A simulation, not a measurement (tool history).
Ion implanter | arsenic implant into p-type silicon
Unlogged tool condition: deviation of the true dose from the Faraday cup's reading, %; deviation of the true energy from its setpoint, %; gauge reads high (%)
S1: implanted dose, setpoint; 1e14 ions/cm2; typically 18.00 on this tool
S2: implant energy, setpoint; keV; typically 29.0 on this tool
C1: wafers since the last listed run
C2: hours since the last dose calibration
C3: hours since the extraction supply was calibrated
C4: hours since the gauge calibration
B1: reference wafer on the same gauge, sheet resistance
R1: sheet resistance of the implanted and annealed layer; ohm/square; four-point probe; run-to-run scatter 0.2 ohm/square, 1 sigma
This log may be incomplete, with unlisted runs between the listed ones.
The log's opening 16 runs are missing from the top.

Run 17, hour 1278.0: usual settings but S2 21.0 keV; C1 970; C2 1573.3; C3 4177.9; C4 383.0; B1 91.73. Result: R1 107.75 ohm/square.
Run 18, hour 1351.2: usual settings; C1 1696; C2 1646.5; C3 4251.1; C4 456.2; B1 91.69. Result: R1 97.28 ohm/square.
Run 19, hour 1444.9: usual settings but S1 22.82 1e14 ions/cm2; C1 2171; C2 1740.2; C3 4344.8; C4 549.9; B1 91.71. Result: R1 90.83 ohm/square.
Run 20, hour 1632.8: usual settings but S1 15.11 1e14 ions/cm2; C1 4353; C2 1928.1; C3 4532.7; C4 737.8; B1 91.71. Result: R1 103.40 ohm/square.
Run 21, hour 1932.8: usual settings; C1 6951; C2 2228.1; C3 4832.7; C4 1037.8; B1 91.71. Result: R1 97.52 ohm/square.
Run 22, hour 2025.3: usual settings but S1 13.48 1e14 ions/cm2, S2 21.0 keV; C1 2143; C2 2320.6; C3 4925.2; C4 1130.3; B1 91.70. Result: R1 119.76 ohm/square.
Run 23, hour 2085.4: usual settings; C1 1392; C2 2380.7; C3 4985.3; C4 1190.4; B1 91.71. Result: R1 98.13 ohm/square.
At hour 2118.9: extraction supply calibrated.
Run 24, hour 2126.1: usual settings but S1 15.66 1e14 ions/cm2, S2 36.0 keV; C1 757; C2 2421.4; C3 7.2; C4 1231.1; B1 91.71. Result: R1 96.52 ohm/square.
At hour 2147.8: Faraday cup replaced and dose calibrated.
Run 25, hour 2199.7: usual settings but S2 35.5 keV; C1 1519; C2 51.9; C3 80.8; C4 1304.7; B1 91.70. Result: R1 89.90 ohm/square.
Run 26, hour 2263.6: usual settings but S1 15.46 1e14 ions/cm2; C1 1480; C2 115.8; C3 144.7; C4 1368.6; B1 91.72. Result: R1 101.06 ohm/square.
Run 27, hour 2360.7: usual settings; C1 2249; C2 212.9; C3 241.8; C4 1465.7; B1 91.70. Result: R1 96.24 ohm/square.
Run 28, hour 2421.2: usual settings but S2 33.5 keV; C1 1401; C2 273.4; C3 302.3; C4 1526.2; B1 91.71. Result: R1 91.41 ohm/square.
Run 29, hour 2467.9: usual settings; C1 1082; C2 320.1; C3 349.0; C4 1572.9; B1 91.69. Result: R1 96.23 ohm/square.
Run 30, hour 2524.1: usual settings; C1 1302; C2 376.3; C3 405.2; C4 1629.1; B1 91.69. Result: R1 95.87 ohm/square.
Run 31, hour 2590.4: usual settings but S1 13.39 1e14 ions/cm2, S2 39.0 keV; C1 1536; C2 442.6; C3 471.5; C4 1695.4; B1 91.70. Result: R1 99.01 ohm/square.
Run 32, hour 2664.6: usual settings but S1 21.74 1e14 ions/cm2, S2 34.5 keV; C1 1719; C2 516.8; C3 545.7; C4 1769.6; B1 91.72. Result: R1 85.37 ohm/square.
Run 33, hour 2720.3: usual settings; C1 1290; C2 572.5; C3 601.4; C4 1825.3; B1 91.69. Result: R1 96.41 ohm/square.
Run 34, hour 2767.3: usual settings but S1 15.88 1e14 ions/cm2, S2 23.5 keV; C1 1089; C2 619.5; C3 648.4; C4 1872.3; B1 91.69. Result: R1 107.40 ohm/square.
Run 35, hour 2870.0: usual settings but S1 19.87 1e14 ions/cm2, S2 37.5 keV; C1 2379; C2 722.2; C3 751.1; C4 1975.0; B1 91.73. Result: R1 85.20 ohm/square.
Run 36, hour 2975.7: usual settings but S1 22.46 1e14 ions/cm2; C1 2449; C2 827.9; C3 856.8; C4 2080.7; B1 91.68. Result: R1 91.17 ohm/square.

Alternative continuations, all from the tool just after run 36; predict every row:
Run A, hour 2976.1: usual settings but S1 13.92 1e14 ions/cm2; C1 9; C2 828.3; C3 857.2; C4 2081.1; B1 ?. Result: R1 ?.
Run B, hour 2976.1: usual settings but S1 22.16 1e14 ions/cm2, S2 38.5 keV; C1 9; C2 828.3; C3 857.2; C4 2081.1; B1 ?. Result: R1 ?.
Run C, hour 2976.1: usual settings but S1 20.74 1e14 ions/cm2, S2 33.5 keV; C1 9; C2 828.3; C3 857.2; C4 2081.1; B1 ?. Result: R1 ?.
Run D, hour 2976.1: usual settings but S1 20.83 1e14 ions/cm2, S2 19.0 keV; C1 9; C2 828.3; C3 857.2; C4 2081.1; B1 ?. Result: R1 ?.
Run E, hour 2976.1: usual settings but S1 16.49 1e14 ions/cm2; C1 9; C2 828.3; C3 857.2; C4 2081.1; B1 ?. Result: R1 ?.

run     B1      R1
  A  91.70  105.46
  B  91.70   81.30
  C  91.70   87.55
  D  91.70  107.04
  E  91.70   98.88
The same runs, with their run-to-run variation unchanged, on a tool lacking any hidden condition would have given:
run      R1
  A  105.40
  B   81.27
  C   87.52
  D  107.02
  E   98.84
